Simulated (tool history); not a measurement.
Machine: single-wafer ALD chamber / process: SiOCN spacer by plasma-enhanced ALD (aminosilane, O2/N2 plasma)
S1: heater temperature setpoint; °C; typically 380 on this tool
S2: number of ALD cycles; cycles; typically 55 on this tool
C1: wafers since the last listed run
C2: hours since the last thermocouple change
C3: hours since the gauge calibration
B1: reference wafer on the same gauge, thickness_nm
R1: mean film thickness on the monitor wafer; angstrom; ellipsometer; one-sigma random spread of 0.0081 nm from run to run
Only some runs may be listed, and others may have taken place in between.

run,hour,S1,S2,C1,C2,C3,B1,R1
1,0.0,386,55,0,1340.0,755.7,3.698,33.21
2,81.2,380,55,466,1421.2,836.9,3.695,33.33
3,176.8,387,52,549,1516.8,932.5,3.706,31.32
# hour 187.2: thermocouple changed; heater temperature recalibrated
4,254.1,380,63,398,66.9,1009.8,3.709,37.93
5,311.2,380,63,328,124.0,1066.9,3.708,38.12
6,365.2,380,59,310,178.0,1120.9,3.706,35.55
7,479.8,380,59,658,292.6,1235.5,3.710,35.72
8,565.1,380,60,490,377.9,1320.8,3.713,36.37
9,628.8,380,55,365,441.6,1384.5,3.716,33.39
10,684.9,380,55,322,497.7,1440.6,3.716,33.24
11,753.9,384,49,396,566.7,1509.6,3.719,29.77
12,802.4,384,49,278,615.2,1558.1,3.718,29.64
13,867.4,380,49,373,680.2,1623.1,3.718,29.74
14,960.9,380,49,537,773.7,1716.6,3.719,29.74
15,1017.5,380,49,325,830.3,1773.2,3.720,29.73
16,1098.7,373,55,466,911.5,1854.4,3.721,33.52
17,1174.3,380,58,434,987.1,1930.0,3.728,35.20
18,1240.8,380,55,382,1053.6,1996.5,3.723,33.44
19,1319.1,386,46,449,1131.9,2074.8,3.724,28.07
20,1400.7,380,55,468,1213.5,2156.4,3.720,33.41
# hour 1412.9: gauge calibrated
21,1505.1,380,55,599,1317.9,92.2,3.650,32.69
# hour 1569.6: thermocouple changed; heater temperature recalibrated
22,1570.1,380,45,327,0.5,157.2,3.658,26.86
23,1608.8,370,44,222,39.2,195.9,3.665,26.33
24,1707.2,370,60,565,137.6,294.3,3.670,35.93
25,1765.7,380,63,336,196.1,352.8,3.678,37.61
26,1849.6,384,45,481,280.0,436.7,3.686,26.99
27,1932.4,387,50,475,362.8,519.5,3.693,30.08
28,2020.3,394,51,504,450.7,607.4,3.703,30.76
29,2066.6,380,55,265,497.0,653.7,3.705,33.16
30,2140.7,384,50,425,571.1,727.8,3.710,30.23
31,2220.8,394,49,460,651.2,807.9,3.704,29.69
32,2345.2,390,45,714,775.6,932.3,3.714,27.16
33,2432.2,373,65,499,862.6,1019.3,3.717,39.31
34,2527.6,386,58,548,958.0,1114.7,3.720,35.26
35,2602.6,369,61,430,1033.0,1189.7,3.720,36.92
36,2677.3,374,55,429,1107.7,1264.4,3.723,33.45
37,2760.7,389,50,479,1191.1,1347.8,3.723,30.39

State the hidden condition of the tool at each of the runs:
wafer temperature above the value expected at the setpoint (K): 0 across all the runs
H1: gauge reads high (%)
run,H1
1,2.13
2,2.23
3,2.34
4,2.41
5,2.46
6,2.5
7,2.58
8,2.63
9,2.66
10,2.69
11,2.72
12,2.74
13,2.76
14,2.79
15,2.8
16,2.83
17,2.84
18,2.85
19,2.87
20,2.88
21,0.793
22,1.03
23,1.16
24,1.45
25,1.61
26,1.81
27,1.98
28,2.14
29,2.21
30,2.32
31,2.43
32,2.56
33,2.65
34,2.72
35,2.78
36,2.82
37,2.87
